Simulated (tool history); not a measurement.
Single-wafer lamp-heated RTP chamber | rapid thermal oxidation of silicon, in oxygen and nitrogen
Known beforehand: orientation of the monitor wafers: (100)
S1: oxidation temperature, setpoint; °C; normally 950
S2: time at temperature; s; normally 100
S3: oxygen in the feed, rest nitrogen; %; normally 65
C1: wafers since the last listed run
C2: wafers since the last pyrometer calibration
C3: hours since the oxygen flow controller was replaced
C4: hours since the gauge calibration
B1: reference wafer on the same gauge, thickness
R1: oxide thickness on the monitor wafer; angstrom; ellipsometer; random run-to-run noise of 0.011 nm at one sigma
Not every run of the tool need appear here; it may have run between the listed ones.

run 1 day=0 | S1=966 S2=100 S3=49 | C1=0 C2=1929 C3=4097.4 C4=72.2 | B1=4.819 | R1=45.18
-- day=1.442 pyrometer window cleaned and pyrometer calibrated
run 2 day=1.462 | S1=950 S2=100 S3=65 | C1=247 C2=4 C3=4132.5 C4=107.3 | B1=4.814 | R1=43.09
run 3 day=2.325 | S1=950 S2=100 S3=65 | C1=189 C2=193 C3=4153.2 C4=128 | B1=4.811 | R1=43.27
run 4 day=3.708 | S1=950 S2=100 S3=65 | C1=303 C2=497 C3=4186.4 C4=161.2 | B1=4.823 | R1=43.26
run 5 day=4.275 | S1=963 S2=100 S3=65 | C1=124 C2=622 C3=4200 C4=174.8 | B1=4.826 | R1=47.26
run 6 day=5.733 | S1=950 S2=100 S3=65 | C1=320 C2=942 C3=4235 C4=209.8 | B1=4.816 | R1=43.1
run 7 day=6.358 | S1=950 S2=100 S3=65 | C1=137 C2=1079 C3=4250 C4=224.8 | B1=4.817 | R1=43.27
run 8 day=7.817 | S1=950 S2=100 S3=65 | C1=320 C2=1399 C3=4285 C4=259.8 | B1=4.825 | R1=43.65
run 9 day=8.492 | S1=950 S2=100 S3=65 | C1=148 C2=1547 C3=4301.2 C4=276 | B1=4.819 | R1=43.54
run 10 day=9.758 | S1=950 S2=100 S3=65 | C1=278 C2=1825 C3=4331.6 C4=306.4 | B1=4.816 | R1=43.95
run 11 day=11.088 | S1=950 S2=100 S3=65 | C1=291 C2=2117 C3=4363.5 C4=338.3 | B1=4.814 | R1=44.44
-- day=11.825 pyrometer window cleaned and pyrometer calibrated
run 12 day=12.542 | S1=950 S2=100 S3=65 | C1=246 C2=156 C3=4398.4 C4=373.2 | B1=4.818 | R1=43.3
run 13 day=13.983 | S1=950 S2=100 S3=65 | C1=316 C2=473 C3=4433 C4=407.8 | B1=4.819 | R1=43.09
run 14 day=14.675 | S1=950 S2=100 S3=65 | C1=151 C2=625 C3=4449.6 C4=424.4 | B1=4.818 | R1=43.26
-- day=14.862 gauge calibrated
run 15 day=15.367 | S1=932 S2=115 S3=65 | C1=151 C2=777 C3=4466.2 C4=12.1 | B1=4.823 | R1=40.31
run 16 day=16.683 | S1=950 S2=70 S3=65 | C1=289 C2=1066 C3=4497.8 C4=43.7 | B1=4.822 | R1=37.63
run 17 day=19.758 | S1=950 S2=100 S3=55 | C1=675 C2=1741 C3=4571.6 C4=117.5 | B1=4.82 | R1=41.55
run 18 day=21.146 | S1=950 S2=100 S3=65 | C1=304 C2=2045 C3=4604.9 C4=150.8 | B1=4.82 | R1=44.22
-- day=22.392 oxygen flow controller replaced
-- day=22.7 pyrometer window cleaned and pyrometer calibrated
run 19 day=22.721 | S1=950 S2=100 S3=55 | C1=205 C2=4 C3=7.9 C4=188.6 | B1=4.818 | R1=41.09
run 20 day=22.767 | S1=935 S2=66 S3=78 | C1=10 C2=14 C3=9 C4=189.7 | B1=4.822 | R1=35.02
run 21 day=23.446 | S1=932 S2=87 S3=76 | C1=149 C2=163 C3=25.3 C4=206 | B1=4.817 | R1=37.86
run 22 day=25.446 | S1=950 S2=100 S3=65 | C1=439 C2=602 C3=73.3 C4=254 | B1=4.823 | R1=43.34
run 23 day=25.958 | S1=950 S2=100 S3=65 | C1=112 C2=715 C3=85.6 C4=266.3 | B1=4.822 | R1=43.26
run 24 day=26.642 | S1=950 S2=100 S3=83 | C1=150 C2=865 C3=102 C4=282.7 | B1=4.818 | R1=47.14
run 25 day=27.429 | S1=936 S2=100 S3=45 | C1=172 C2=1038 C3=120.9 C4=301.6 | B1=4.821 | R1=35.38
run 26 day=28.296 | S1=970 S2=57 S3=65 | C1=190 C2=1228 C3=141.7 C4=322.4 | B1=4.818 | R1=39.63
run 27 day=29.708 | S1=950 S2=58 S3=57 | C1=310 C2=1538 C3=175.6 C4=356.3 | B1=4.827 | R1=34.14
run 28 day=30.962 | S1=950 S2=100 S3=65 | C1=275 C2=1814 C3=205.7 C4=386.4 | B1=4.824 | R1=44.09
run 29 day=32.05 | S1=950 S2=100 S3=65 | C1=238 C2=2052 C3=231.8 C4=412.5 | B1=4.82 | R1=44.21

What if the next run were any one of these 5? Each begins from the tool's condition after run 29:
run A day=32.067 | S1=938 S2=100 S3=65 | C1=3 C2=2056 C3=232.2 C4=412.9 | B1=? | R1=?
run B day=32.067 | S1=967 S2=100 S3=65 | C1=3 C2=2056 C3=232.2 C4=412.9 | B1=? | R1=?
run C day=32.067 | S1=924 S2=134 S3=73 | C1=3 C2=2056 C3=232.2 C4=412.9 | B1=? | R1=?
run D day=32.067 | S1=950 S2=100 S3=88 | C1=3 C2=2056 C3=232.2 C4=412.9 | B1=? | R1=?
run E day=32.067 | S1=950 S2=144 S3=77 | C1=3 C2=2056 C3=232.2 C4=412.9 | B1=? | R1=?

run=A B1=4.82 R1=40.51
run=B B1=4.82 R1=49.96
run=C B1=4.82 R1=42.75
run=D B1=4.82 R1=48.7
run=E B1=4.82 R1=54.61
Without the tool's hidden state the same runs would have given:
run=A R1=39.51
run=B R1=48.66
run=C R1=41.65
run=D R1=47.41
run=E R1=53.13

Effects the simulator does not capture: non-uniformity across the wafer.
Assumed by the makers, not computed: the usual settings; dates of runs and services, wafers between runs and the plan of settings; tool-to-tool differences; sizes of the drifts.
